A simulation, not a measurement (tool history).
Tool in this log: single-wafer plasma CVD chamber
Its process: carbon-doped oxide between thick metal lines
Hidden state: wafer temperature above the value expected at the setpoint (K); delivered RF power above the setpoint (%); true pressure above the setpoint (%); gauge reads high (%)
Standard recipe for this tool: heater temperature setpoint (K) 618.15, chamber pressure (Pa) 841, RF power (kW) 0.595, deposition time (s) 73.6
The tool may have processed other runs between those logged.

run   hour  heater temperature setpoint (K)  chamber pressure (Pa)  RF power (kW)  deposition time (s)  wafers since the last listed run  hours since the last thermocouple change  hours since the last RF generator calibration  hours since the last manometer calibration  hours since the showerhead was replaced  hours since the gauge calibration  read-back reference wafer on the same gauge, thickness_nm  mean film thickness on the monitor wafer (angstrom)
  1    0.0                           618.15                    841          0.595                 73.6                                 0                                    2126.2                                         2286.6                                       963.6                                   2655.4                              321.5                                                    414.270                                              4654.68
  2   27.5                           618.15                    687          0.595                 73.6                               586                                    2153.7                                         2314.1                                       991.1                                   2682.9                              349.0                                                    414.439                                              4558.56
  3   53.7                           618.15                    841          0.595                 73.6                               558                                    2179.9                                         2340.3                                      1017.3                                   2709.1                              375.2                                                    414.135                                              4648.44
  4  125.6                           618.15                    841          0.595                 73.6                              1532                                    2251.8                                         2412.2                                      1089.2                                   2781.0                              447.1                                                    414.022                                              4652.98
  5  139.6                           618.15                    841          0.595                 73.6                               298                                    2265.8                                         2426.2                                      1103.2                                   2795.0                              461.1                                                    414.317                                              4638.40
  6  169.1                           618.15                    841          0.595                 73.6                               628                                    2295.3                                         2455.7                                      1132.7                                   2824.5                              490.6                                                    413.923                                              4649.06
  7  201.2                           618.15                    841          0.595                 73.6                               684                                    2327.4                                         2487.8                                      1164.8                                   2856.6                              522.7                                                    414.218                                              4632.65
     226.4  -- showerhead replaced
  8  226.9                           618.15                    841          0.595                 73.6                               377                                    2353.1                                         2513.5                                      1190.5                                      0.5                              548.4                                                    413.583                                              4639.90
  9  250.1                           618.15                    841          0.595                 73.6                               494                                    2376.3                                         2536.7                                      1213.7                                     23.7                              571.6                                                    414.197                                              4636.32
 10  264.4                           618.15                    841          0.595                 73.6                               304                                    2390.6                                         2551.0                                      1228.0                                     38.0                              585.9                                                    414.214                                              4635.10
 11  290.3                           618.15                    841          0.595                 73.6                               552                                    2416.5                                         2576.9                                      1253.9                                     63.9                              611.8                                                    413.739                                              4620.61
 12  322.7                           618.15                    841          0.595                 73.6                               690                                    2448.9                                         2609.3                                      1286.3                                     96.3                              644.2                                                    413.774                                              4625.50
     341.9  -- capacitance manometer re-zeroed and calibrated
 13  353.4                           618.15                    841          0.595                 63.4                               483                                    2479.6                                         2640.0                                        11.5                                    127.0                              674.9                                                    413.824                                              3992.62
     377.3  -- RF generator calibrated
 14  380.8                           618.15                    991          0.635                 73.6                               413                                    2507.0                                            3.5                                        38.9                                    154.4                              702.3                                                    414.178                                              4943.37
 15  410.6                           618.15                    991          0.635                 73.6                               635                                    2536.8                                           33.3                                        68.7                                    184.2                              732.1                                                    414.103                                              4930.63
 16  456.0                           618.15                    841          0.555                 79.9                               967                                    2582.2                                           78.7                                       114.1                                    229.6                              777.5                                                    414.210                                              5060.21
 17  472.1                           618.15                    775          0.670                 87.6                               343                                    2598.3                                           94.8                                       130.2                                    245.7                              793.6                                                    414.254                                              5841.40

Run 18 comes next. What will it give?
     475.9  -- gauge calibrated
 18  492.0                           628.15                    639          0.490                 67.3                               424                                    2618.2                                          114.7                                       150.1                                    265.6                               16.1                                                          ?                                                    ?

Run 18 gave read-back reference wafer on the same gauge, thickness_nm 414.098, mean film thickness on the monitor wafer (angstrom) 3858.38.
Had the tool carried no hidden state, the very same run would have given mean film thickness on the monitor wafer (angstrom) 3862.17.
